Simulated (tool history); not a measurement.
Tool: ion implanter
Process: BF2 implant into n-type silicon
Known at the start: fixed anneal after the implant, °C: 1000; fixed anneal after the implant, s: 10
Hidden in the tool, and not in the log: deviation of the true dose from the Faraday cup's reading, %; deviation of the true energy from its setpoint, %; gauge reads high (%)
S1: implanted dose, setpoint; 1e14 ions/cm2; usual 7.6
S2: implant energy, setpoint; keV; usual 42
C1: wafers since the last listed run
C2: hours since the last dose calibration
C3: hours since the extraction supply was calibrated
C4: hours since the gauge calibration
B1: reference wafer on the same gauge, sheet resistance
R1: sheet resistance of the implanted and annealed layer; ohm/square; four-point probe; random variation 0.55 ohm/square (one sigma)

run,day,S1,S2,C1,C2,C3,C4,B1,R1
1,0,7.6,30.5,0,817.9,2936.1,452,129.97,181.52
2,2.292,7.6,30.5,1165,872.9,2991.1,507,130.03,181.88
3,4.629,7.6,42,1189,929,3047.2,563.1,129.97,164.99
4,6.992,7.6,33,1201,985.7,3103.9,619.8,130.08,176.43
5,8.617,7.6,33,826,1024.7,3142.9,658.8,129.97,176.22
# day 13.579: gauge calibrated
6,20.5,7.6,42,6044,1309.9,3428.1,166.1,130.11,165.35
7,22.383,7.6,42,958,1355.1,3473.3,211.3,129.87,164.78
# day 23.154: extraction supply calibrated
8,25.317,5.75,50,1322,1425.5,51.9,281.7,129.91,198.73
9,28.35,5.42,54,1542,1498.3,124.7,354.5,130.07,206.37
# day 29.775: Faraday cup replaced and dose calibrated
10,32,8.39,55,1687,53.4,212.3,442.1,130,142.34
11,36.1,6.55,36.5,2085,151.8,310.7,540.5,129.88,183.91
12,39.333,7.6,42,1644,229.4,388.3,618.1,130.13,161.48
# day 40.45: gauge calibrated
13,41.967,6.7,49,1339,292.6,451.5,36.4,130.06,171.35
14,44.017,9.09,42,1042,341.8,500.7,85.6,130.1,146.69

Some steps in R1 between neighbouring runs. How much of each would the tool show without its hidden state too (settings, what came in, random variation), and how much is left for the hidden state, with any gauge scatter that isn't in both results?
Run 9 -> 10: S1 5.42 -> 8.39, S2 54 -> 55, Faraday cup replaced and dose calibrated. R1 -64.03 ohm/square: hidden state -6.58, all else -57.45.
